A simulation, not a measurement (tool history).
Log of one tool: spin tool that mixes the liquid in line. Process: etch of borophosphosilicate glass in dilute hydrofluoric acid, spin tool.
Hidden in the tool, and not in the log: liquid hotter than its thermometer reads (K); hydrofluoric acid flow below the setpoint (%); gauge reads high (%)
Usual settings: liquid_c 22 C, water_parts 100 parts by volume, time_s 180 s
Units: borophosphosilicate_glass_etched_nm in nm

run	hour	liquid_c	water_parts	time_s	wafers since the last listed run	hours since the thermometer was replaced	hours since the hydrofluoric acid flow meter was replaced	hours since the gauge calibration	read-back film thickness of the borophosphosilicate glass reference wafer, read on the same gauge (nm)	borophosphosilicate_glass_etched_nm
1	0	22	100	180	0	1699.9	1509.5	100.4	140.01	38.17
2	28.4	22	100	180	269	1728.3	1537.9	128.8	140	38
3	45.7	22	100	180	164	1745.6	1555.2	146.1	140	37.87
4	63.7	21	115	180	170	1763.6	1573.2	164.1	140	30.95
5	80.1	25.5	100	180	155	1780	1589.6	180.5	140.01	43.4
6	108.3	22	100	110	267	1808.2	1617.8	208.7	139.95	23.1
7	132.9	22	100	110	233	1832.8	1642.4	233.3	140.01	23.06
# hour 136.1: hydrofluoric acid flow meter replaced
# hour 148.5: thermometer replaced
8	149	25.5	130	275	133	0.5	12.9	249.4	140	58.62
# hour 154.3: gauge calibrated
9	173	22	100	180	227	24.5	36.9	18.7	140.01	44.77
10	187.7	18.5	100	150	139	39.2	51.6	33.4	139.99	32.21
11	207.2	23.5	120	250	184	58.7	71.1	52.9	140.03	53.96
12	224.4	20	115	145	163	75.9	88.3	70.1	140	28.07
13	249.9	27	100	255	241	101.4	113.8	95.6	140.03	75.79
14	262.1	23.5	85	180	115	113.6	126	107.8	140.01	56.27
15	297.1	22	65	180	331	148.6	161	142.8	140	71.82

Forecast each of these 5 alternatives for the next run:
A	297.6	22	100	270	4	149.1	161.5	143.3	?	?
B	297.6	20.5	55	115	4	149.1	161.5	143.3	?	?
C	297.6	18.5	80	250	4	149.1	161.5	143.3	?	?
D	297.6	22	100	280	4	149.1	161.5	143.3	?	?
E	297.6	23.5	50	180	4	149.1	161.5	143.3	?	?

run	read-back film thickness of the borophosphosilicate glass reference wafer, read on the same gauge (nm)	borophosphosilicate_glass_etched_nm
A	140.03	66.63
B	140.03	51.2
C	140.03	68.31
D	140.03	69.09
E	140.03	100.55
Without the tool's hidden state the same runs would have given:
run	borophosphosilicate_glass_etched_nm
A	67.62
B	51.94
C	69.31
D	70.13
E	101.99
